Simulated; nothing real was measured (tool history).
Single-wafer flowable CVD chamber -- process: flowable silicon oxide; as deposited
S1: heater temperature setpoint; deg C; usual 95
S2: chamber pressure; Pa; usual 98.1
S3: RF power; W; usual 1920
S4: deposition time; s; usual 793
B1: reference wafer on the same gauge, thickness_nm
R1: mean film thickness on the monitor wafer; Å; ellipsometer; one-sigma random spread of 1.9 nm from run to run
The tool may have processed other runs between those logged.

{"run": 1, "hour": 0.0, "S1": 95, "S2": 98.1, "S3": 1920, "S4": 793, "B1": 499.805, "R1": 5344.4}
{"run": 2, "hour": 147.3, "S1": 95, "S2": 98.1, "S3": 1920, "S4": 793, "B1": 499.979, "R1": 5358.75}
{"run": 3, "hour": 175.2, "S1": 95, "S2": 98.1, "S3": 1920, "S4": 729, "B1": 501.12, "R1": 4943.6}
{"run": 4, "hour": 230.0, "S1": 95, "S2": 98.1, "S3": 1920, "S4": 729, "B1": 500.584, "R1": 4942.91}
{"run": 5, "hour": 278.2, "S1": 95, "S2": 98.1, "S3": 1920, "S4": 793, "B1": 499.903, "R1": 5365.73}
{"run": 6, "hour": 312.0, "S1": 95, "S2": 98.1, "S3": 1920, "S4": 793, "B1": 499.618, "R1": 5374.4}
{"run": 7, "hour": 358.5, "S1": 95, "S2": 98.1, "S3": 1920, "S4": 793, "B1": 499.56, "R1": 5397.88}
{"run": 8, "hour": 418.9, "S1": 95, "S2": 98.1, "S3": 1920, "S4": 793, "B1": 500.42, "R1": 5404.03}
{"run": 9, "hour": 445.9, "S1": 95, "S2": 98.1, "S3": 1920, "S4": 793, "B1": 499.733, "R1": 5390.75}
{"run": 10, "hour": 490.3, "S1": 95, "S2": 98.1, "S3": 1920, "S4": 793, "B1": 499.947, "R1": 5398.88}
{"run": 11, "hour": 529.2, "S1": 81, "S2": 98.1, "S3": 1920, "S4": 793, "B1": 500.074, "R1": 8492.38}
{"hour": 567.1, "done": "gauge calibrated"}
{"run": 12, "hour": 567.5, "S1": 95, "S2": 98.1, "S3": 1920, "S4": 793, "B1": 500.363, "R1": 5424.92}
{"hour": 599.8, "done": "capacitance manometer re-zeroed and calibrated"}
{"run": 13, "hour": 639.0, "S1": 99, "S2": 98.1, "S3": 1585, "S4": 793, "B1": 499.784, "R1": 4442.46}
{"run": 14, "hour": 694.6, "S1": 95, "S2": 98.1, "S3": 1920, "S4": 793, "B1": 500.177, "R1": 5272.04}
{"run": 15, "hour": 730.6, "S1": 99, "S2": 82.8, "S3": 2180, "S4": 669, "B1": 499.429, "R1": 3355.65}
{"hour": 766.6, "done": "RF generator calibrated"}
{"run": 16, "hour": 782.6, "S1": 95, "S2": 98.1, "S3": 1920, "S4": 793, "B1": 499.704, "R1": 5287.37}
{"hour": 834.4, "done": "showerhead replaced"}
{"run": 17, "hour": 834.9, "S1": 110, "S2": 98.1, "S3": 1920, "S4": 646, "B1": 500.389, "R1": 2595.58}
{"hour": 849.7, "done": "thermocouple changed; heater temperature recalibrated"}
{"run": 18, "hour": 894.9, "S1": 106, "S2": 108, "S3": 1920, "S4": 666, "B1": 499.751, "R1": 3377.02}
{"run": 19, "hour": 931.7, "S1": 95, "S2": 98.1, "S3": 1920, "S4": 793, "B1": 500.176, "R1": 5356.64}
{"run": 20, "hour": 970.5, "S1": 106, "S2": 80.1, "S3": 1690, "S4": 702, "B1": 499.618, "R1": 2602.75}
{"run": 21, "hour": 1137.5, "S1": 95, "S2": 74, "S3": 1920, "S4": 793, "B1": 499.514, "R1": 4082.64}

How would selected steps in R1 from run to run divide? Give the signed amount a tool lacking its hidden state would still show from settings, what came in and random variation, and the signed amount left for the hidden state, including any gauge scatter that is not in both of the compared results.
What the log doesn't record here: wafer temperature above the value expected at the setpoint (K); delivered RF power above the setpoint (%); true pressure above the setpoint (%); gauge reads high (%).
Run 10 -> 11: S1 95 -> 81. R1 +3093.5 Å: hidden state +118.38, all else +2975.12.
Run 11 -> 12: S1 81 -> 95, gauge calibrated. R1 -3067.46 Å: hidden state -114.56, all else -2952.9.
Run 12 -> 13: S1 95 -> 99, S3 1920 -> 1585, capacitance manometer re-zeroed and calibrated. R1 -982.46 Å: hidden state -169.55, all else -812.91.
